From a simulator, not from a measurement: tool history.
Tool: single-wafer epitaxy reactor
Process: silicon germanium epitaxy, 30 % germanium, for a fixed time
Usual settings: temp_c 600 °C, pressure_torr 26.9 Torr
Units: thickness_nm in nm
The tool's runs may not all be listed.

| run | day | temp_c | pressure_torr | read-back reference wafer on the same gauge, thickness_nm | thickness_nm |
|---|---|---|---|---|---|
| 1 | 0.000 | 611 | 26.9 | 78.403 | 83.187 |
| 2 | 2.867 | 593 | 26.9 | 78.398 | 57.294 |
| 3 | 4.421 | 600 | 26.9 | 78.368 | 66.520 |
| 4 | 7.133 | 600 | 28.4 | 78.370 | 68.952 |
| 5 | 8.621 | 591 | 26.9 | 78.483 | 55.369 |
| 6 | 11.304 | 607 | 26.9 | 78.346 | 76.934 |
| 7 | 13.700 | 607 | 26.9 | 78.388 | 76.740 |
| 8 | 16.138 | 600 | 32.1 | 78.433 | 74.363 |
| 9 | 17.762 | 600 | 32.1 | 78.391 | 74.030 |
| 10 | 20.017 | 600 | 32.1 | 78.379 | 74.196 |
| 11 | 21.583 | 592 | 31.6 | 78.436 | 61.774 |
| 12 | 24.025 | 592 | 31.6 | 78.397 | 61.823 |
| 13 | 26.946 | 592 | 31.6 | 78.393 | 62.084 |
| 14 | 28.162 | 611 | 26.9 | 78.372 | 83.924 |
| 15 | 30.267 | 605 | 21.7 | 78.370 | 64.161 |
| 16 | 32.221 | 600 | 26.9 | 78.396 | 66.934 |
| 17 | 34.579 | 600 | 22.2 | 78.391 | 58.457 |
| 18 | 35.612 | 600 | 26.9 | 78.383 | 66.825 |
| 19 | 37.712 | 612 | 23.5 | 78.467 | 77.558 |
| 20 | 39.146 | 605 | 32.1 | 78.380 | 82.331 |
| 21 | 41.546 | 600 | 26.9 | 78.461 | 66.481 |
| 22 | 42.933 | 600 | 26.9 | 78.373 | 66.671 |
| 23 | 45.300 | 604 | 20.9 | 78.364 | 61.036 |
| 24 | 47.958 | 615 | 26.9 | 78.358 | 90.208 |
| 25 | 51.062 | 595 | 30.3 | 78.382 | 64.285 |
| 26 | 54.242 | 609 | 26.9 | 78.406 | 80.324 |
| 27 | 55.338 | 609 | 23.8 | 78.432 | 73.488 |
| 28 | 62.958 | 590 | 32.1 | 78.399 | 60.140 |
| 29 | 64.067 | 604 | 20.9 | 78.343 | 60.946 |
| 30 | 67.008 | 600 | 26.9 | 78.400 | 66.244 |
| 31 | 68.746 | 614 | 29.4 | 78.399 | 93.437 |
| 32 | 72.979 | 588 | 26.9 | 78.387 | 51.963 |
| 33 | 74.158 | 592 | 30.7 | 78.384 | 60.972 |
| 34 | 75.292 | 600 | 26.9 | 78.345 | 66.487 |
| 35 | 82.017 | 605 | 26.9 | 78.418 | 74.024 |
| 36 | 83.354 | 600 | 26.9 | 78.450 | 66.546 |

Not shown: 5 entries that the log had between the listed runs. Between which runs, and how does the tool's hidden state differ before and after?
Between runs 3 and 4: pyrometer calibrated (day 5.554)
  no hidden state differs between the two runs
Between runs 10 and 11: capacitance manometer re-zeroed and calibrated (day 20.412)
  no hidden state differs between the two runs
Between runs 24 and 25: pyrometer calibrated (day 51.042)
  no hidden state differs between the two runs
Between runs 25 and 26: gauge calibrated (day 52.346)
  no hidden state differs between the two runs
Between runs 27 and 28: showerhead replaced (day 56.521)
  no hidden state differs between the two runs
